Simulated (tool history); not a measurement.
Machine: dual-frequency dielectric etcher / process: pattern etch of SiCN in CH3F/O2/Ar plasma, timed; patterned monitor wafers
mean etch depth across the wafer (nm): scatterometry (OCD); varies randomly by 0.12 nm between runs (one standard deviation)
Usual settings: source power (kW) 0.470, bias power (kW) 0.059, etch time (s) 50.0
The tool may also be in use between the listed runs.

run,hour,source power (kW),bias power (kW),etch time (s),"read-back reference wafer on the same gauge, depth_nm",mean etch depth across the wafer (nm)
1,0.0,0.550,0.051,50.0,16.88,18.11
2,29.6,0.520,0.059,50.0,16.87,19.28
3,69.7,0.520,0.059,50.0,16.92,19.15
4,125.5,0.520,0.059,50.0,16.88,19.07
5,160.7,0.470,0.048,50.0,16.91,16.63
6,231.9,0.470,0.048,50.0,16.88,16.77
7,283.0,0.470,0.048,50.0,16.93,16.92
8,334.6,0.470,0.059,50.0,16.90,18.80
9,393.5,0.470,0.059,50.0,16.94,18.89
10,431.9,0.470,0.050,61.0,16.92,21.21
# hour 459.4: wet clean of the chamber
11,483.2,0.400,0.064,42.0,16.92,15.26
# hour 504.1: bias power generator calibrated
12,538.9,0.440,0.050,50.0,16.93,16.41
13,578.3,0.470,0.059,63.0,16.94,23.82
14,608.6,0.390,0.059,50.0,16.85,17.36
15,638.4,0.370,0.045,41.0,16.90,11.96
16,675.0,0.470,0.059,50.0,16.95,19.00
# hour 738.9: upper electrode replaced
17,741.9,0.470,0.072,40.0,16.88,16.88
18,802.4,0.470,0.059,50.0,16.87,18.92
19,862.2,0.470,0.059,50.0,16.86,18.91
# hour 898.1: source power generator calibrated
# hour 928.2: wet clean of the chamber
20,928.7,0.470,0.059,50.0,16.92,18.51
21,954.3,0.560,0.050,46.0,16.92,16.40
22,1006.6,0.470,0.071,50.0,16.93,20.58
23,1067.7,0.470,0.048,50.0,16.85,16.69
24,1101.8,0.390,0.071,56.5,16.93,21.50
25,1130.0,0.580,0.073,62.0,16.89,27.89
26,1167.4,0.580,0.073,63.0,16.89,28.42
27,1197.2,0.370,0.059,50.0,16.86,17.27
28,1238.8,0.470,0.059,64.5,16.85,24.32
29,1295.8,0.470,0.059,50.0,16.91,18.88

For each run, the measured value with the value that run would have given without the tool's hidden condition subtracted. The run-to-run variation is shared by both, the gauge scatter possibly not:
The tool's hidden condition here consists of: etch rate over this chamber's usual, %; source power that arrives over what is set, %; bias power that arrives over what is set, %; gauge reads high (%).
run,mean etch depth across the wafer (nm)
1,+0.02
2,+0.05
3,+0.10
4,+0.16
5,+0.17
6,+0.24
7,+0.29
8,+0.38
9,+0.45
10,+0.55
11,+0.08
12,+0.14
13,+0.25
14,+0.21
15,+0.16
16,+0.30
17,+0.34
18,+0.44
19,+0.51
20,-0.01
21,+0.01
22,+0.08
23,+0.12
24,+0.21
25,+0.31
26,+0.38
27,+0.27
28,+0.43
29,+0.39

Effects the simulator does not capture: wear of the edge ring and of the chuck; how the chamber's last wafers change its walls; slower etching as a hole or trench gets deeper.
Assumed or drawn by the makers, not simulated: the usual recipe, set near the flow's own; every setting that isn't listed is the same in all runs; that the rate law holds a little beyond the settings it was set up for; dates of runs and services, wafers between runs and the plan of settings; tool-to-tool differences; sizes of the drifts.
